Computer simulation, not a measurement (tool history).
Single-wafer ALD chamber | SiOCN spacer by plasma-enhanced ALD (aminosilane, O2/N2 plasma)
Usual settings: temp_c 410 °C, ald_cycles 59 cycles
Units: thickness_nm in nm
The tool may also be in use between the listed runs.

run,hour,temp_c,ald_cycles,wafers since the last listed run,hours since the last thermocouple change,hours since the gauge calibration,"read-back reference wafer on the same gauge, thickness_nm",thickness_nm
1,0.0,410,59,0,700.3,243.3,3.046,3.483
# hour 3.6: gauge calibrated
2,17.8,410,59,76,718.1,14.2,3.022,3.452
3,35.2,417,59,75,735.5,31.6,3.025,3.411
4,50.1,417,59,64,750.4,46.5,3.029,3.398
5,58.4,417,59,35,758.7,54.8,3.027,3.387
6,75.9,410,59,75,776.2,72.3,3.031,3.483
7,120.0,410,59,190,820.3,116.4,3.039,3.472
8,135.6,410,59,67,835.9,132.0,3.038,3.463
9,188.7,410,59,229,889.0,185.1,3.042,3.486
10,197.4,410,59,37,897.7,193.8,3.041,3.506
11,211.5,405,59,60,911.8,207.9,3.041,3.524
12,222.6,399,68,47,922.9,219.0,3.043,4.123
13,236.0,410,48,57,936.3,232.4,3.043,2.845
# hour 239.7: gauge calibrated
14,245.4,410,59,40,945.7,5.7,3.027,3.467
# hour 263.6: thermocouple changed; heater temperature recalibrated
15,264.1,410,62,46,0.5,24.4,3.034,3.658
16,270.7,410,59,28,7.1,31.0,3.032,3.462
17,283.9,402,51,57,20.3,44.2,3.037,3.068
18,295.4,410,59,49,31.8,55.7,3.038,3.490
19,302.0,410,59,28,38.4,62.3,3.041,3.484
20,314.9,425,48,55,51.3,75.2,3.043,2.731
21,328.5,398,52,58,64.9,88.8,3.043,3.179
22,361.0,421,52,140,97.4,121.3,3.047,2.978
23,367.1,410,59,26,103.5,127.4,3.046,3.477

Forecast each of these 4 alternatives for the next run:
A,367.6,410,59,2,104.0,127.9,?,?
B,367.6,404,63,2,104.0,127.9,?,?
C,367.6,403,69,2,104.0,127.9,?,?
D,367.6,396,51,2,104.0,127.9,?,?

run,"read-back reference wafer on the same gauge, thickness_nm",thickness_nm
A,3.048,3.482
B,3.048,3.779
C,3.048,4.150
D,3.048,3.103
Without the tool's hidden state the same runs would have given:
run,thickness_nm
A,3.452
B,3.746
C,4.114
D,3.076
